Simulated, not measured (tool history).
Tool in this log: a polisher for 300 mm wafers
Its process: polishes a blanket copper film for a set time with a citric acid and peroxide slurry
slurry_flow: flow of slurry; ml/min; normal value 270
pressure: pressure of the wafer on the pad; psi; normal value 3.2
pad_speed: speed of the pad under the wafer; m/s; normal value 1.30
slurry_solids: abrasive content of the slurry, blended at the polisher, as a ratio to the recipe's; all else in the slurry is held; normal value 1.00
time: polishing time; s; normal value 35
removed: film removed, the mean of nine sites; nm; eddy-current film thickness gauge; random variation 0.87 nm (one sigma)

run,hour,slurry_flow,pressure,pad_speed,slurry_solids,time,wafers since the last listed run,wafers polished on this pad,hours since the slurry nozzle was cleaned,hours since the head pressure was calibrated,hours since the slurry blender was calibrated,"incoming thickness of the incoming film, nm",removed
1,0.0,270,3.2,1.30,1.00,35,0,5,266.3,139.4,311.2,1164.4,117.4
2,31.0,270,3.2,1.30,1.00,35,337,342,297.3,170.4,342.2,1149.8,114.3
3,59.3,270,3.2,1.30,1.00,35,307,650,325.6,198.7,370.5,1143.2,116.1
4,92.7,270,3.2,1.30,1.00,35,363,1013,359.0,232.1,403.9,1172.7,112.3
# hour 104.4: slurry blender recalibrated
5,118.1,270,3.2,1.30,1.00,42,254,1268,384.4,257.5,13.7,1172.7,134.8
6,142.8,270,3.2,1.30,1.00,42,268,1537,409.1,282.2,38.4,1158.1,134.7
7,168.0,270,3.2,1.30,1.00,42,274,1811,434.3,307.4,63.6,1162.5,136.6
8,183.0,270,3.2,1.30,0.90,35,163,1974,449.3,322.4,78.6,1141.3,108.3
9,201.6,270,3.2,1.30,1.20,35,202,2176,467.9,341.0,97.2,1124.9,119.8
10,223.9,270,2.6,1.30,1.00,35,242,2419,490.2,363.3,119.5,1138.0,90.5
# hour 229.1: worn pad replaced by a new one
11,245.4,270,2.6,1.30,1.00,35,190,177,511.7,384.8,141.0,1168.7,95.9
12,328.3,270,3.2,1.30,1.00,35,901,1079,594.6,467.7,223.9,1143.7,112.8
# hour 346.3: head pressure recalibrated
13,363.8,270,2.8,1.30,1.00,35,364,1443,630.1,17.5,259.4,1132.0,99.0
14,414.3,270,3.2,1.30,1.00,35,549,1993,680.6,68.0,309.9,1152.2,111.6
15,433.4,270,3.2,1.30,1.00,35,207,2200,699.7,87.1,329.0,1137.2,111.1
# hour 450.0: worn pad replaced by a new one, of another model than before
16,465.6,215,3.2,1.54,1.00,35,306,169,731.9,119.3,361.2,1149.7,126.4
# hour 466.9: slurry nozzle cleaned
17,488.5,270,3.2,1.30,1.00,35,238,407,21.6,142.2,384.1,1159.2,116.2
18,505.6,270,4.0,1.18,1.00,35,186,593,38.7,159.3,401.2,1153.6,126.6
19,541.1,190,3.2,1.30,1.00,26,386,979,74.2,194.8,436.7,1130.4,80.3
20,568.8,270,3.2,1.30,1.00,44,301,1281,101.9,222.5,464.4,1165.9,139.1
# hour 578.5: slurry blender recalibrated
21,587.4,270,3.2,1.30,1.00,35,180,1461,120.5,241.1,8.9,1148.1,110.1
22,606.4,270,3.2,1.30,1.00,35,206,1668,139.5,260.1,27.9,1140.6,111.0
23,619.1,190,2.5,0.96,1.00,25,138,1806,152.2,272.8,40.6,1144.2,54.5
24,635.8,365,3.9,1.10,1.00,40,181,1988,168.9,289.5,57.3,1167.7,135.6
# hour 661.0: worn pad replaced by a new one
25,668.1,225,3.2,1.30,1.15,35,307,77,201.2,321.8,89.6,1149.9,120.2
26,684.7,340,3.2,1.60,1.00,30,180,257,217.8,338.4,106.2,1147.2,113.7
27,711.2,270,3.2,1.46,1.00,38,288,545,244.3,364.9,132.7,1141.6,132.9
28,746.1,270,3.2,1.30,1.00,35,379,925,279.2,399.8,167.6,1141.1,113.3
29,767.8,270,3.2,1.30,1.10,35,236,1161,300.9,421.5,189.3,1156.2,116.7
30,795.1,270,3.2,1.30,1.00,35,296,1458,328.2,448.8,216.6,1159.7,111.5
31,823.5,185,3.2,1.30,1.00,35,308,1767,356.6,477.2,245.0,1162.8,107.8

How would selected steps in removed from run to run divide? Give the signed amount a tool lacking its hidden state would still show from settings, what came in and random variation, and the signed amount left for the hidden state, including any gauge scatter that is not in both of the compared results.
Hidden state at play: removal rate lost through wear of the pad, %; slurry flow missing at the pad, %; deviation of the head's pressure from its setpoint, %; abrasive missing from the slurry, %.
Run 10 -> 11: worn pad replaced by a new one. removed +5.4 nm: hidden state +3.5, all else +1.9.
Run 19 -> 20: slurry_flow 190 -> 270, time 26 -> 44. removed +58.8 nm: hidden state -3.3, all else +62.1.
Run 22 -> 23: slurry_flow 270 -> 190, pressure 3.2 -> 2.5, pad_speed 1.30 -> 0.96, time 35 -> 25. removed -56.5 nm: hidden state +3.1, all else -59.6.
Run 23 -> 24: slurry_flow 190 -> 365, pressure 2.5 -> 3.9, pad_speed 0.96 -> 1.10, time 25 -> 40. removed +81.1 nm: hidden state -4.7, all else +85.8.
Run 24 -> 25: slurry_flow 365 -> 225, pressure 3.9 -> 3.2, pad_speed 1.10 -> 1.30, slurry_solids 1.00 -> 1.15, time 40 -> 35, worn pad replaced by a new one. removed -15.4 nm: hidden state +6.5, all else -21.9.
